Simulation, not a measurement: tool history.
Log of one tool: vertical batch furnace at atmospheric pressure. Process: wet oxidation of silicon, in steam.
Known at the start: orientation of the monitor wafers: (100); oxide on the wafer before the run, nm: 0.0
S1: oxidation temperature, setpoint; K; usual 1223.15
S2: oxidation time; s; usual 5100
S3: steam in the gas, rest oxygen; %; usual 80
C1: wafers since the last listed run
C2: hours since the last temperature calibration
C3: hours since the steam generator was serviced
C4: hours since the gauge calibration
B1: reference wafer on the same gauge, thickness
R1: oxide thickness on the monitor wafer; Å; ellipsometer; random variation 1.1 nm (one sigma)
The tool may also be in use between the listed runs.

run,day,S1,S2,S3,C1,C2,C3,C4,B1,R1
1,0.000,1223.15,5100,80,0,1815.5,1664.9,405.1,344.93,3041.6
2,2.008,1223.15,5100,80,809,1863.7,1713.1,453.3,344.80,3020.3
3,3.733,1232.15,5100,80,695,1905.1,1754.5,494.7,345.28,3305.7
4,5.038,1233.15,5100,74,525,1936.4,1785.8,526.0,344.99,3143.6
5,6.700,1233.15,5100,74,670,1976.3,1825.7,565.9,345.41,3128.2
6,8.850,1223.15,5100,80,866,2027.9,1877.3,617.5,345.11,3035.0
7,10.704,1223.15,5100,80,747,2072.4,1921.8,662.0,345.30,3035.5
8,11.929,1223.15,5100,80,493,2101.8,1951.2,691.4,345.15,3040.6
9,14.379,1223.15,5100,80,987,2160.6,2010.0,750.2,345.02,3045.0
10,17.150,1223.15,5100,80,1117,2227.1,2076.5,816.7,345.03,3043.9
11,19.275,1223.15,5100,80,856,2278.1,2127.5,867.7,345.19,3050.2
12,20.996,1223.15,5100,80,693,2319.4,2168.8,909.0,345.06,3051.9
# day 22.412: thermocouples replaced and temperature profile calibrated
13,22.917,1208.15,5100,80,371,12.1,2214.9,955.1,344.85,2529.9
14,24.271,1223.15,5100,80,545,44.6,2247.4,987.6,345.04,2909.4
15,25.792,1223.15,5100,80,613,81.1,2283.9,1024.1,344.76,2942.2
# day 27.629: steam generator serviced
16,27.650,1223.15,5100,80,346,125.7,0.5,1068.7,345.44,2932.5
17,29.650,1223.15,5100,80,806,173.7,48.5,1116.7,344.97,2932.9
18,30.754,1230.15,3420,75,445,200.2,75.0,1143.2,345.39,2190.0
19,32.054,1202.15,7050,74,524,231.4,106.2,1174.4,345.02,2917.4
20,33.562,1248.15,6750,69,608,267.6,142.4,1210.6,345.21,4056.8
# day 34.704: gauge calibrated
21,36.017,1215.15,5100,84,989,326.5,201.3,31.5,344.93,2856.5
22,38.517,1223.15,7110,87,1007,386.5,261.3,91.5,344.86,4054.1
23,42.450,1223.15,5100,80,1585,480.9,355.7,185.9,344.91,2970.9
24,43.942,1223.15,5100,80,601,516.7,391.5,221.7,344.90,2960.9
25,45.975,1217.15,3570,80,819,565.5,440.3,270.5,345.16,2111.7
26,47.550,1223.15,7230,80,635,603.3,478.1,308.3,344.86,3890.7
27,48.775,1238.15,5100,80,493,632.7,507.5,337.7,344.88,3403.5
28,53.562,1223.15,5100,80,1930,747.6,622.4,452.6,345.00,3002.9
29,55.367,1200.15,5910,90,727,790.9,665.7,495.9,345.02,2970.5
30,57.462,1212.15,4440,80,844,841.2,716.0,546.2,344.81,2414.0
31,58.629,1223.15,5100,75,470,869.2,744.0,574.2,344.97,2851.9
32,60.638,1223.15,5100,80,809,917.4,792.2,622.4,344.80,3009.8

3 ways to go on from here, each from the tool as it stands after run 32. What would each give?
A,60.833,1223.15,5100,80,78,922.1,796.9,627.1,?,?
B,60.833,1223.15,5100,73,78,922.1,796.9,627.1,?,?
C,60.833,1202.15,6330,91,78,922.1,796.9,627.1,?,?

run,B1,R1
A,344.68,2986.6
B,344.68,2782.9
C,344.68,3211.4
Without the tool's hidden state the same runs would have given:
run,R1
A,2884.4
B,2685.6
C,3103.4
